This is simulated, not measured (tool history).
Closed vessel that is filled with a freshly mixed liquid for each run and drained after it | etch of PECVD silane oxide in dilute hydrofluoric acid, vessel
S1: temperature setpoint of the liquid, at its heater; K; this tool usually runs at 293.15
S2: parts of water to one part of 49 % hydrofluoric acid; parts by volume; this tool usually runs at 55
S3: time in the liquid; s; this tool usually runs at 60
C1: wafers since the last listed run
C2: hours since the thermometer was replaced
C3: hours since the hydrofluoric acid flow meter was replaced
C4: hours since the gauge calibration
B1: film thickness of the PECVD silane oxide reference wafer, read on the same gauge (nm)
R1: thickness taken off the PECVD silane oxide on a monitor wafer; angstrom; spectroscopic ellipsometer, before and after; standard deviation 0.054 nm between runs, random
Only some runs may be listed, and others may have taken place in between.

run	hour	S1	S2	S3	C1	C2	C3	C4	B1	R1
1	0.0	293.15	50	50	0	666.1	374.4	251.7	138.49	134.8
# hour 49.3: gauge calibrated
2	105.8	293.15	50	50	8364	771.9	480.2	56.5	139.86	136.1
3	125.3	293.15	50	50	1541	791.4	499.7	76.0	139.71	135.1
4	147.5	293.15	65	60	1755	813.6	521.9	98.2	139.59	123.5
# hour 181.2: thermometer replaced
# hour 240.9: hydrofluoric acid flow meter replaced
5	252.9	293.15	65	60	8174	71.7	12.0	203.6	139.04	122.6
6	279.5	293.15	65	60	2102	98.3	38.6	230.2	138.85	123.1
7	302.3	295.65	55	45	1802	121.1	61.4	253.0	138.75	121.4
8	333.9	293.15	55	60	2498	152.7	93.0	284.6	138.61	146.5
9	356.8	290.15	30	35	1810	175.6	115.9	307.5	138.43	141.4
10	379.7	293.15	70	60	1810	198.5	138.8	330.4	138.34	112.5
11	407.5	293.15	55	45	2197	226.3	166.6	358.2	138.14	109.5
# hour 413.8: gauge calibrated
12	429.3	293.15	80	60	1723	248.1	188.4	15.5	139.93	98.5
13	463.7	293.15	55	60	2719	282.5	222.8	49.9	139.77	147.9
14	497.0	290.65	55	60	2632	315.8	256.1	83.2	139.59	132.4
15	512.7	293.15	55	70	1241	331.5	271.8	98.9	139.50	171.6
16	546.9	291.15	55	90	2703	365.7	306.0	133.1	139.31	200.6
17	578.0	293.15	55	60	2458	396.8	337.1	164.2	139.17	147.4

What if the next run were any one of these 4? Each begins from the tool's condition after run 17:
A	578.7	293.15	55	75	55	397.5	337.8	164.9	?	?
B	578.7	293.15	45	75	55	397.5	337.8	164.9	?	?
C	578.7	294.65	55	60	55	397.5	337.8	164.9	?	?
D	578.7	290.65	55	70	55	397.5	337.8	164.9	?	?

run	B1	R1
A	139.06	183.6
B	139.06	227.2
C	139.06	156.5
D	139.06	154.0
What these runs would have given with no unlogged condition in the tool:
run	R1
A	184.8
B	228.6
C	157.5
D	155.0

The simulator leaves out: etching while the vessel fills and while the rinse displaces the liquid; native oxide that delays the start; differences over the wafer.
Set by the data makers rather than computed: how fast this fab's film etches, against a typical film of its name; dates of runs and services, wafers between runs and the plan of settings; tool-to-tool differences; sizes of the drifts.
